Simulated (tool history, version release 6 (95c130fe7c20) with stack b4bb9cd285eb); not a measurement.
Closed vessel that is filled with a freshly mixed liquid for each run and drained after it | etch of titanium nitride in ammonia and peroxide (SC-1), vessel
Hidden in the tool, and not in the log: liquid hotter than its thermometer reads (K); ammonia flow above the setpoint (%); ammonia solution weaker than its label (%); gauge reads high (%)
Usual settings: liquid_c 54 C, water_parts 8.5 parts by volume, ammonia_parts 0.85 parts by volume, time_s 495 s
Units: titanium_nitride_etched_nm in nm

run,hour,liquid_c,water_parts,ammonia_parts,time_s,wafers since the last listed run,hours since the thermometer was replaced,hours since the ammonia flow meter was replaced,hours since the drum of ammonia solution was connected,hours since the gauge calibration,"read-back film thickness of the titanium nitride reference wafer, read on the same gauge (nm)",titanium_nitride_etched_nm
1,0,54,5.5,0.85,390,0,2875.6,654.2,612.6,118,90.01,44.79
2,6.9,54,5.5,0.85,390,461,2882.5,661.1,619.5,124.9,90.01,44.75
# hour 21: gauge calibrated
3,22.4,54,8.5,0.85,495,1036,2898,676.6,635,1.4,90,46.32
4,36,54,8.5,0.85,495,909,2911.6,690.2,648.6,15,90.02,46.2
5,53.3,54,8.5,0.85,495,1156,2928.9,707.5,665.9,32.3,89.99,46.41
6,64.4,54,8.5,0.85,495,742,2940,718.6,677,43.4,90.01,46.06
7,76.1,54,8.5,0.85,495,782,2951.7,730.3,688.7,55.1,90.01,46.24
8,82.7,54,8.5,0.85,495,441,2958.3,736.9,695.3,61.7,89.99,46.42
9,94.9,54,8.5,0.85,495,815,2970.5,749.1,707.5,73.9,90,46.6
10,109.6,54,8.5,0.85,495,982,2985.2,763.8,722.2,88.6,90,46.51

The next listed run, before its measurement:
11,124.4,54,8.5,0.85,495,989,3000,778.6,737,103.4,?,?

Run 11 gave read-back film thickness of the titanium nitride reference wafer, read on the same gauge (nm) 90, titanium_nitride_etched_nm 46.66 nm.
Without the tool's hidden state the same run would have given titanium_nitride_etched_nm 39.34 nm.
